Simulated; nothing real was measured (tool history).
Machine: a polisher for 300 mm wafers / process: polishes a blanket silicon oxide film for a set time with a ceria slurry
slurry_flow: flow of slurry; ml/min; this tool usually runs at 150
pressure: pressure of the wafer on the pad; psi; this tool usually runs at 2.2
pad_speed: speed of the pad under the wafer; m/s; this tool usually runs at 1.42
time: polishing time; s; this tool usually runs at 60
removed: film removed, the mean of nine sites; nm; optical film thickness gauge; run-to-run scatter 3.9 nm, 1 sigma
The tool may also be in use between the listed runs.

run	day	slurry_flow	pressure	pad_speed	time	wafers since the last listed run	wafers polished on this pad	hours since the slurry nozzle was cleaned	hours since the head pressure was calibrated	incoming thickness of the incoming film, nm	removed
1	0.000	150	2.2	1.42	72	0	2426	117.4	443.7	1593.2	390.9
# day 0.683: worn pad replaced by a new one
2	2.112	150	2.2	1.42	72	331	243	168.1	494.4	1599.7	389.4
3	3.700	150	2.7	1.42	60	270	514	206.2	532.5	1571.0	406.3
# day 8.596: head pressure recalibrated
4	8.617	150	2.7	1.42	60	824	1339	324.2	0.5	1578.3	366.3
# day 10.362: slurry nozzle cleaned
5	11.383	150	2.6	1.42	60	464	1804	24.5	66.9	1604.7	371.7
6	12.988	150	2.2	1.42	44	273	2077	63.0	105.4	1597.9	230.9
7	14.108	150	2.2	1.42	44	191	2268	89.9	132.3	1594.8	231.5
# day 16.421: worn pad replaced by a new one
8	16.625	150	2.2	1.42	60	400	34	150.3	192.7	1602.6	327.3
9	19.233	150	2.2	1.42	46	445	479	212.9	255.3	1580.5	239.8
10	21.421	150	2.2	1.42	46	373	852	265.4	307.8	1606.8	248.2
11	24.150	150	2.2	1.42	46	465	1318	330.9	373.3	1585.3	236.2
# day 25.888: slurry nozzle cleaned
12	26.046	165	2.2	1.42	60	316	1635	3.8	418.8	1575.4	338.0
13	27.317	165	2.2	1.42	60	216	1851	34.3	449.3	1577.3	341.6
# day 31.267: head pressure recalibrated
# day 32.529: worn pad replaced by a new one
14	36.162	165	2.2	1.42	60	1466	619	246.6	117.5	1590.7	321.5
15	39.817	150	2.2	1.42	60	623	1243	334.3	205.2	1608.2	311.9
16	42.142	150	2.2	1.42	60	396	1640	390.1	261.0	1587.1	296.4
17	43.808	150	2.2	1.42	74	284	1924	430.1	301.0	1573.9	353.6
# day 43.921: slurry nozzle cleaned
18	46.317	150	2.2	1.42	69	420	2345	57.5	361.2	1559.7	382.5
19	47.462	185	1.4	1.42	60	195	2540	85.0	388.7	1605.1	216.9
# day 47.833: worn pad replaced by a new one
20	48.988	170	2.7	1.42	60	231	196	121.6	425.3	1618.2	406.2
21	50.421	100	2.5	1.82	69	244	441	156.0	459.7	1599.6	493.8
22	51.608	150	2.2	1.42	60	202	644	184.5	488.2	1604.8	327.0
23	54.075	150	1.6	1.42	60	420	1065	243.7	547.4	1610.4	237.2
24	56.725	150	2.2	1.90	60	452	1517	307.3	611.0	1615.8	433.5
25	58.492	150	2.7	1.26	60	301	1818	349.7	653.4	1608.4	356.5
26	60.642	150	2.2	1.42	44	366	2185	401.3	705.0	1584.3	233.4
# day 61.258: head pressure recalibrated
# day 62.162: slurry nozzle cleaned
# day 67.542: worn pad replaced by a new one
27	68.438	150	1.6	1.42	60	1280	153	150.6	172.3	1599.0	225.4
28	69.617	150	2.2	1.42	45	201	354	178.9	200.6	1608.7	235.5
29	71.238	150	2.2	1.42	60	276	630	217.8	239.5	1597.9	319.3
30	73.800	190	2.7	1.66	60	437	1067	279.3	301.0	1585.1	455.6
31	75.633	105	1.6	1.68	40	312	1380	323.3	345.0	1613.5	162.1
32	77.221	195	2.2	1.74	60	270	1651	361.4	383.1	1615.8	393.4
# day 79.862: slurry nozzle cleaned
33	80.221	110	2.7	1.42	60	504	2156	8.6	455.1	1595.3	381.6
34	81.542	150	3.0	1.42	80	225	2381	40.3	486.8	1621.5	607.6
# day 82.233: worn pad replaced by a new one
35	83.396	175	1.8	1.56	55	287	198	84.8	531.3	1605.5	292.7
36	85.858	150	2.2	1.42	60	420	618	143.9	590.4	1600.8	335.8

Hidden condition of the tool, last listed run before each entry between runs versus first listed run after:
Between runs 1 and 2: worn pad replaced by a new one (day 0.683)
  slurry flow missing at the pad, %: 5.31 -> 8.71; deviation of the head's pressure from its setpoint, %: 4.02 -> 5.03
  measured result minus the result with no hidden state, removed: +11.8 -> +13.1 nm
Between runs 3 and 4: head pressure recalibrated (day 8.596)
  slurry flow missing at the pad, %: 12.1 -> 26.8; deviation of the head's pressure from its setpoint, %: 5.86 -> 0.617
  measured result minus the result with no hidden state, removed: +14.2 -> -18.6 nm
Between runs 4 and 5: slurry nozzle cleaned (day 10.362)
  slurry flow missing at the pad, %: 26.8 -> 2.1; deviation of the head's pressure from its setpoint, %: 0.617 -> 0.712
  measured result minus the result with no hidden state, removed: -18.6 -> +1.4 nm
Between runs 7 and 8: worn pad replaced by a new one (day 16.421)
  slurry flow missing at the pad, %: 3.86 -> 7.28; deviation of the head's pressure from its setpoint, %: 0.988 -> 1.4
  measured result minus the result with no hidden state, removed: +0.8 -> +0.5 nm
Between runs 11 and 12: slurry nozzle cleaned (day 25.888)
  slurry flow missing at the pad, %: 27.7 -> 1.53; deviation of the head's pressure from its setpoint, %: 3.57 -> 4.33
  measured result minus the result with no hidden state, removed: -5.5 -> +13.3 nm
Between runs 13 and 14: head pressure recalibrated (day 31.267); worn pad replaced by a new one (day 32.529)
  slurry flow missing at the pad, %: 1.81 -> 15.9; deviation of the head's pressure from its setpoint, %: 4.9 -> 2.14
  measured result minus the result with no hidden state, removed: +15.1 -> -1.9 nm
Between runs 17 and 18: slurry nozzle cleaned (day 43.921)
  slurry flow missing at the pad, %: 45.1 -> 7.4; deviation of the head's pressure from its setpoint, %: 3.77 -> 4.61
  measured result minus the result with no hidden state, removed: -29.9 -> +12.2 nm
Between runs 19 and 20: worn pad replaced by a new one (day 47.833)
  slurry flow missing at the pad, %: 8.32 -> 10.1; deviation of the head's pressure from its setpoint, %: 5.05 -> 5.68
  measured result minus the result with no hidden state, removed: +8.0 -> +15.7 nm
Between runs 26 and 27: head pressure recalibrated (day 61.258); slurry nozzle cleaned (day 62.162); worn pad replaced by a new one (day 67.542)
  slurry flow missing at the pad, %: 44.5 -> 10.1; deviation of the head's pressure from its setpoint, %: 12.4 -> 1.54
  measured result minus the result with no hidden state, removed: +0.2 -> -0.5 nm
Between runs 32 and 33: slurry nozzle cleaned (day 79.862)
  slurry flow missing at the pad, %: 35.5 -> 2.6; deviation of the head's pressure from its setpoint, %: 4.02 -> 5.3
  measured result minus the result with no hidden state, removed: -10.3 -> +17.2 nm
Between runs 34 and 35: worn pad replaced by a new one (day 82.233)
  slurry flow missing at the pad, %: 2.97 -> 4.28; deviation of the head's pressure from its setpoint, %: 5.93 -> 6.89
  measured result minus the result with no hidden state, removed: +31.3 -> +17.2 nm
